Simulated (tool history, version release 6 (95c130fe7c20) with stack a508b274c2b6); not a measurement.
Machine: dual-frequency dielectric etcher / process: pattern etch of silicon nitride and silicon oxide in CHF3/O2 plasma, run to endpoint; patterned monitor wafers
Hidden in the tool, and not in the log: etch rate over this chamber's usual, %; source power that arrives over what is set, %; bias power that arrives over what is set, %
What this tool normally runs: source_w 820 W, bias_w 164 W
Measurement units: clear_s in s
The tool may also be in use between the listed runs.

run   hour  source_w  bias_w  wafers since the last listed run  hours since the last wet clean  hours since the last source power generator calibration  hours since the last bias power generator calibration  hours since the last upper electrode change  incoming incoming film thickness, nm  clear_s
  1    0.0       680     164                                 0                           234.6                                                   1858.0                                                 2726.3                                       5105.4                                 180.0    100.4
  2   12.1       680     164                                64                           246.7                                                   1870.1                                                 2738.4                                       5117.5                                 181.0    101.7
  3   30.2       680     164                                97                           264.8                                                   1888.2                                                 2756.5                                       5135.6                                 180.3    100.5
  4   44.4       820     164                                76                           279.0                                                   1902.4                                                 2770.7                                       5149.8                                 180.1     92.2
  5   79.8       820     164                               189                           314.4                                                   1937.8                                                 2806.1                                       5185.2                                 180.2     93.5
  6  124.8       820     164                               241                           359.4                                                   1982.8                                                 2851.1                                       5230.2                                 178.7     92.4
     148.8  -- source power generator calibrated
     159.9  -- upper electrode replaced, of another model than before
  7  160.4       820     164                               109                           395.0                                                     11.6                                                 2886.7                                          0.5                                 179.4     92.3
  8  178.8       950     164                                98                           413.4                                                     30.0                                                 2905.1                                         18.9                                 177.2     87.8
  9  193.2       950     164                                77                           427.8                                                     44.4                                                 2919.5                                         33.3                                 180.8     88.9
 10  214.3       980     190                               113                           448.9                                                     65.5                                                 2940.6                                         54.4                                 178.1     83.8
 11  246.2       930     134                               170                           480.8                                                     97.4                                                 2972.5                                         86.3                                 180.0     96.8
 12  272.9       700     141                               143                           507.5                                                    124.1                                                 2999.2                                        113.0                                 178.0    103.0
     299.9  -- wet clean of the chamber
 13  302.1      1020     152                                27                             2.2                                                    153.3                                                 3028.4                                        142.2                                 180.1     84.6
 14  326.8       820     147                               132                            26.9                                                    178.0                                                 3053.1                                        166.9                                 178.5     92.9
     345.3  -- bias power generator calibrated
 15  348.0       930     139                                92                            48.1                                                    199.2                                                    2.7                                        188.1                                 180.9     91.9
 16  383.5       620     191                               190                            83.6                                                    234.7                                                   38.2                                        223.6                                 179.0     92.0
 17  412.5       820     164                               155                           112.6                                                    263.7                                                   67.2                                        252.6                                 180.7     91.4
 18  445.5       820     164                               176                           145.6                                                    296.7                                                  100.2                                        285.6                                 179.4     89.8

Predict each of these 3 candidate next runs independently; none follows another, all start after run 18:
  A  446.0       820     183                                 2                           146.1                                                    297.2                                                  100.7                                        286.1                                 179.6        ?
  B  446.0       690     199                                 2                           146.1                                                    297.2                                                  100.7                                        286.1                                 179.6        ?
  C  446.0       660     183                                 2                           146.1                                                    297.2                                                  100.7                                        286.1                                 179.6        ?

run  clear_s
  A     87.7
  B     89.7
  C     93.7
With the hidden condition removed and each run's random variation left untouched, the same runs would have given:
run  clear_s
  A     86.2
  B     88.2
  C     92.1
